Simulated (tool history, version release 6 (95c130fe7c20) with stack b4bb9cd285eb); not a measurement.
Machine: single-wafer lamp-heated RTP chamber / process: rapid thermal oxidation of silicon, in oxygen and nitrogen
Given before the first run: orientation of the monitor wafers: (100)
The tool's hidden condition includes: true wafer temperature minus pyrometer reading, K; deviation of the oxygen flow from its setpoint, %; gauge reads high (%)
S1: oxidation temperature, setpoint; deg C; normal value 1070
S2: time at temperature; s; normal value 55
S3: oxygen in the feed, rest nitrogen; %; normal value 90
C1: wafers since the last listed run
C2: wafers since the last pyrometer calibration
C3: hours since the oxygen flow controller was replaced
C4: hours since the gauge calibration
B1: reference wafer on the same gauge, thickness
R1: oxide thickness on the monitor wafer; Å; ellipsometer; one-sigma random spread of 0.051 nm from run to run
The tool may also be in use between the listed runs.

Run 1, hour 0.0: usual settings; C1 0; C2 4622; C3 3145.9; C4 1001.5; B1 8.895. Result: R1 98.45 Å.
Run 2, hour 25.2: usual settings; C1 249; C2 4872; C3 3171.1; C4 1026.7; B1 8.897. Result: R1 98.41 Å.
Run 3, hour 60.0: usual settings; C1 345; C2 5217; C3 3205.9; C4 1061.5; B1 8.888. Result: R1 98.28 Å.
Run 4, hour 96.8: usual settings but S2 77 s; C1 364; C2 5582; C3 3242.7; C4 1098.3; B1 8.879. Result: R1 115.97 Å.
Run 5, hour 128.3: usual settings; C1 312; C2 5894; C3 3274.2; C4 1129.8; B1 8.890. Result: R1 100.62 Å.
Run 6, hour 179.7: usual settings; C1 509; C2 6404; C3 3325.6; C4 1181.2; B1 8.896. Result: R1 100.67 Å.
At hour 196.4: pyrometer window cleaned and pyrometer calibrated.
Run 7, hour 226.1: usual settings; C1 380; C2 294; C3 3372.0; C4 1227.6; B1 8.877. Result: R1 95.34 Å.
Run 8, hour 279.5: usual settings; C1 529; C2 823; C3 3425.4; C4 1281.0; B1 8.894. Result: R1 95.37 Å.
Run 9, hour 311.6: usual settings; C1 318; C2 1142; C3 3457.5; C4 1313.1; B1 8.902. Result: R1 94.50 Å.
Run 10, hour 340.0: usual settings but S1 1051 deg C; C1 281; C2 1423; C3 3485.9; C4 1341.5; B1 8.886. Result: R1 83.14 Å.
Run 11, hour 392.8: usual settings but S1 1051 deg C; C1 523; C2 1947; C3 3538.7; C4 1394.3; B1 8.892. Result: R1 83.40 Å.
Run 12, hour 463.4: usual settings but S1 1051 deg C; C1 700; C2 2647; C3 3609.3; C4 1464.9; B1 8.881. Result: R1 84.24 Å.
Run 13, hour 491.0: usual settings; C1 273; C2 2921; C3 3636.9; C4 1492.5; B1 8.900. Result: R1 95.59 Å.
Run 14, hour 521.0: usual settings; C1 297; C2 3218; C3 3666.9; C4 1522.5; B1 8.903. Result: R1 96.04 Å.
Run 15, hour 580.1: usual settings; C1 586; C2 3804; C3 3726.0; C4 1581.6; B1 8.894. Result: R1 97.93 Å.
Run 16, hour 650.6: usual settings; C1 699; C2 4504; C3 3796.5; C4 1652.1; B1 8.883. Result: R1 98.34 Å.
At hour 711.0: gauge calibrated.
Run 17, hour 711.1: usual settings; C1 600; C2 5104; C3 3857.0; C4 0.1; B1 8.890. Result: R1 98.51 Å.
At hour 767.0: pyrometer window cleaned and pyrometer calibrated.
Run 18, hour 780.8: usual settings but S1 1087 deg C, S3 76 %; C1 611; C2 136; C3 3926.7; C4 69.8; B1 8.904. Result: R1 98.50 Å.
Run 19, hour 829.2: usual settings but S1 1048 deg C, S2 47 s, S3 67 %; C1 480; C2 616; C3 3975.1; C4 118.2; B1 8.884. Result: R1 68.07 Å.
Run 20, hour 894.9: usual settings but S1 1051 deg C, S2 28 s; C1 651; C2 1268; C3 4040.8; C4 183.9; B1 8.890. Result: R1 61.74 Å.
Run 21, hour 943.8: usual settings but S3 98 %; C1 484; C2 1753; C3 4089.7; C4 232.8; B1 8.890. Result: R1 98.09 Å.
Run 22, hour 986.2: usual settings but S1 1061 deg C, S2 71 s, S3 98 %; C1 420; C2 2173; C3 4132.1; C4 275.2; B1 8.889. Result: R1 103.83 Å.
Run 23, hour 1023.5: usual settings but S1 1093 deg C, S3 98 %; C1 369; C2 2543; C3 4169.4; C4 312.5; B1 8.899. Result: R1 114.43 Å.
At hour 1053.1: oxygen flow controller replaced.
Run 24, hour 1053.6: usual settings; C1 219; C2 2762; C3 0.5; C4 342.6; B1 8.888. Result: R1 95.21 Å.
Run 25, hour 1107.9: usual settings but S1 1079 deg C; C1 538; C2 3301; C3 54.8; C4 396.9; B1 8.890. Result: R1 102.05 Å.
Run 26, hour 1268.7: usual settings but S1 1043 deg C, S3 98 %; C1 1594; C2 4895; C3 215.6; C4 557.7; B1 8.886. Result: R1 84.46 Å.
At hour 1277.2: pyrometer window cleaned and pyrometer calibrated.
Run 27, hour 1304.1: usual settings but S1 1079 deg C, S2 32 s, S3 70 %; C1 271; C2 266; C3 251.0; C4 593.1; B1 8.873. Result: R1 72.43 Å.
Run 28, hour 1365.4: usual settings; C1 607; C2 874; C3 312.3; C4 654.4; B1 8.894. Result: R1 93.32 Å.
Run 29, hour 1421.2: usual settings; C1 553; C2 1427; C3 368.1; C4 710.2; B1 8.880. Result: R1 95.37 Å.
Run 30, hour 1464.9: usual settings; C1 433; C2 1861; C3 411.8; C4 753.9; B1 8.895. Result: R1 94.63 Å.
Run 31, hour 1502.6: usual settings but S1 1056 deg C, S3 80 %; C1 373; C2 2234; C3 449.5; C4 791.6; B1 8.883. Result: R1 82.69 Å.
Run 32, hour 1527.3: usual settings but S1 1097 deg C; C1 244; C2 2479; C3 474.2; C4 816.3; B1 8.898. Result: R1 113.02 Å.
Run 33, hour 1592.5: usual settings but S1 1100 deg C, S3 66 %; C1 646; C2 3126; C3 539.4; C4 881.5; B1 8.900. Result: R1 103.76 Å.

Hidden state, per run?
deviation of the oxygen flow from its setpoint, %: 0 at every run
gauge reads high (%): 0 at every run
H1: true wafer temperature minus pyrometer reading, K
run     H1
  1   5.84
  2   6.43
  3    7.3
  4   8.28
  5   9.17
  6   10.7
  7  0.271
  8  0.418
  9  0.574
 10  0.754
 11   1.19
 12      2
 13   2.38
 14   2.83
 15   3.86
 16    5.3
 17   6.74
 18  0.333
 19  0.423
 20  0.729
 21   1.09
 22   1.51
 23   1.94
 24   2.34
 25   3.18
 26    6.5
 27  0.131
 28  0.304
 29  0.621
 30  0.976
 31   1.36
 32   1.65
 33   2.55
